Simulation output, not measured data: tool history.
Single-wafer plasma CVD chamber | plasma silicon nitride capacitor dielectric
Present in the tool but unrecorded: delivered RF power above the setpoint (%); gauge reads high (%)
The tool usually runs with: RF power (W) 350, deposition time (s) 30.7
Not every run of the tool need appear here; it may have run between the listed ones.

run,hour,RF power (W),deposition time (s),wafers since the last listed run,hours since the last RF generator calibration,hours since the showerhead was replaced,hours since the gauge calibration,"read-back reference wafer on the same gauge, thickness_nm",mean film thickness on the monitor wafer (angstrom)
1,0,390,28.7,0,1576.5,5888.8,496.4,43.578,366.12
2,86.8,390,28.7,1443,1663.3,5975.6,583.2,43.594,366.36
3,113,390,28.7,435,1689.5,6001.8,609.4,43.612,367.49
4,144,350,30.7,515,1720.5,6032.8,640.4,43.628,383.57
5,166.9,350,33.3,380,1743.4,6055.7,663.3,43.614,415.12
6,194.3,350,33.3,455,1770.8,6083.1,690.7,43.598,415.84
7,225.5,350,30.7,518,1802,6114.3,721.9,43.59,383.78
# hour 239.6: gauge calibrated
8,260,350,30.7,573,1836.5,6148.8,20.4,43.599,382.64
# hour 275.6: showerhead replaced, of another model than before
9,292.7,350,30.7,410,1869.2,17.1,53.1,43.583,380.34
10,305.1,350,27.9,206,1881.6,29.5,65.5,43.589,346.13
11,319.3,350,27.9,236,1895.8,43.7,79.7,43.607,345.61
12,341.1,385,30.7,362,1917.6,65.5,101.5,43.614,390.15
13,374.5,350,30.7,555,1951,98.9,134.9,43.587,380.12
14,400,350,30.7,423,1976.5,124.4,160.4,43.578,380.83
15,428.5,350,26.4,473,2005,152.9,188.9,43.609,326.24
16,460.2,350,30.7,527,2036.7,184.6,220.6,43.595,380.24
17,473.8,350,30.7,226,2050.3,198.2,234.2,43.607,378.59
# hour 504: RF generator calibrated
18,507.6,320,34.3,428,3.6,232,268,43.583,423.58
19,537.5,305,32.5,497,33.5,261.9,297.9,43.584,394.86
20,567.9,315,34.9,505,63.9,292.3,328.3,43.609,427.25
21,593,300,30.7,417,89,317.4,353.4,43.596,372.96
22,623.4,350,30.7,505,119.4,347.8,383.8,43.592,386.28
23,654.6,390,26,518,150.6,379,415,43.602,337.51
24,676.8,310,32.6,369,172.8,401.2,437.2,43.612,398.05

Predict each of these 5 candidate next runs independently; none follows another, all start after run 24:
A,677.2,350,25.1,6,173.2,401.6,437.6,?,?
B,677.2,350,33.2,6,173.2,401.6,437.6,?,?
C,677.2,385,27.4,6,173.2,401.6,437.6,?,?
D,677.2,375,36.6,6,173.2,401.6,437.6,?,?
E,677.2,385,25.5,6,173.2,401.6,437.6,?,?

run,"read-back reference wafer on the same gauge, thickness_nm",mean film thickness on the monitor wafer (angstrom)
A,43.607,317
B,43.607,419.3
C,43.607,355.17
D,43.607,471.02
E,43.607,330.54
With the hidden condition removed and each run's random variation left untouched, the same runs would have given:
run,mean film thickness on the monitor wafer (angstrom)
A,318.43
B,421.19
C,356.77
D,473.14
E,332.03
